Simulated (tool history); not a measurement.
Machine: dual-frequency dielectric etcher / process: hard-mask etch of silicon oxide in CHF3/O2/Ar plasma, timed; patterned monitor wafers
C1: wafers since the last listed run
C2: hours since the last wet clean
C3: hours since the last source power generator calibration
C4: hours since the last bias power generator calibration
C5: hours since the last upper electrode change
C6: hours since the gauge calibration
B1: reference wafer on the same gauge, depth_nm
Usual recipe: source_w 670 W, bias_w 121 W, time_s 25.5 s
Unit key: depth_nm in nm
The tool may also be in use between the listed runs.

run 1 hour=0.0 | source_w=620 bias_w=121 time_s=25.5 | C1=0 C2=234.1 C3=1972.6 C4=4132.7 C5=2615.8 C6=259.3 | B1=42.55 | depth_nm=42.34
run 2 hour=39.0 | source_w=620 bias_w=121 time_s=25.5 | C1=428 C2=273.1 C3=2011.6 C4=4171.7 C5=2654.8 C6=298.3 | B1=42.55 | depth_nm=42.56
run 3 hour=143.7 | source_w=670 bias_w=109 time_s=25.5 | C1=1149 C2=377.8 C3=2116.3 C4=4276.4 C5=2759.5 C6=403.0 | B1=42.46 | depth_nm=42.54
run 4 hour=188.7 | source_w=670 bias_w=109 time_s=25.5 | C1=494 C2=422.8 C3=2161.3 C4=4321.4 C5=2804.5 C6=448.0 | B1=42.45 | depth_nm=42.30
run 5 hour=264.2 | source_w=670 bias_w=109 time_s=25.5 | C1=829 C2=498.3 C3=2236.8 C4=4396.9 C5=2880.0 C6=523.5 | B1=42.33 | depth_nm=42.21
-- hour=326.6 wet clean of the chamber
run 6 hour=343.9 | source_w=670 bias_w=121 time_s=25.5 | C1=611 C2=17.3 C3=2316.5 C4=4476.6 C5=2959.7 C6=603.2 | B1=42.24 | depth_nm=43.93
-- hour=380.3 source power generator calibrated
-- hour=428.5 upper electrode replaced
run 7 hour=450.2 | source_w=670 bias_w=121 time_s=25.5 | C1=859 C2=123.6 C3=69.9 C4=4582.9 C5=21.7 C6=709.5 | B1=42.14 | depth_nm=43.70
run 8 hour=549.1 | source_w=530 bias_w=99 time_s=25.5 | C1=1086 C2=222.5 C3=168.8 C4=4681.8 C5=120.6 C6=808.4 | B1=41.98 | depth_nm=35.72
run 9 hour=600.1 | source_w=670 bias_w=112 time_s=28.0 | C1=560 C2=273.5 C3=219.8 C4=4732.8 C5=171.6 C6=859.4 | B1=41.92 | depth_nm=46.36
-- hour=614.3 gauge calibrated
run 10 hour=680.1 | source_w=770 bias_w=131 time_s=31.0 | C1=878 C2=353.5 C3=299.8 C4=4812.8 C5=251.6 C6=65.8 | B1=42.50 | depth_nm=59.08
-- hour=701.0 bias power generator calibrated
run 11 hour=781.4 | source_w=670 bias_w=148 time_s=25.5 | C1=1068 C2=454.8 C3=401.1 C4=80.4 C5=352.9 C6=167.1 | B1=42.43 | depth_nm=47.02
-- hour=909.1 wet clean of the chamber
run 12 hour=909.6 | source_w=620 bias_w=121 time_s=25.5 | C1=1144 C2=0.5 C3=529.3 C4=208.6 C5=481.1 C6=295.3 | B1=42.43 | depth_nm=42.27
run 13 hour=941.9 | source_w=670 bias_w=121 time_s=25.5 | C1=354 C2=32.8 C3=561.6 C4=240.9 C5=513.4 C6=327.6 | B1=42.42 | depth_nm=44.05
run 14 hour=1016.0 | source_w=670 bias_w=146 time_s=25.5 | C1=813 C2=106.9 C3=635.7 C4=315.0 C5=587.5 C6=401.7 | B1=42.35 | depth_nm=47.09
run 15 hour=1063.4 | source_w=670 bias_w=121 time_s=25.5 | C1=520 C2=154.3 C3=683.1 C4=362.4 C5=634.9 C6=449.1 | B1=42.30 | depth_nm=43.99

3 options for the next run, each taken on its own from the tool as it stands now. Forecast them:
run A hour=1063.8 | source_w=670 bias_w=121 time_s=19.5 | C1=4 C2=154.7 C3=683.5 C4=362.8 C5=635.3 C6=449.5 | B1=? | depth_nm=?
run B hour=1063.8 | source_w=670 bias_w=108 time_s=25.5 | C1=4 C2=154.7 C3=683.5 C4=362.8 C5=635.3 C6=449.5 | B1=? | depth_nm=?
run C hour=1063.8 | source_w=540 bias_w=106 time_s=23.0 | C1=4 C2=154.7 C3=683.5 C4=362.8 C5=635.3 C6=449.5 | B1=? | depth_nm=?

run=A B1=42.29 depth_nm=33.64
run=B B1=42.29 depth_nm=42.31
run=C B1=42.29 depth_nm=33.79
Had the tool no hidden state, the same runs would have come out as:
run=A depth_nm=33.86
run=B depth_nm=42.59
run=C depth_nm=34.01
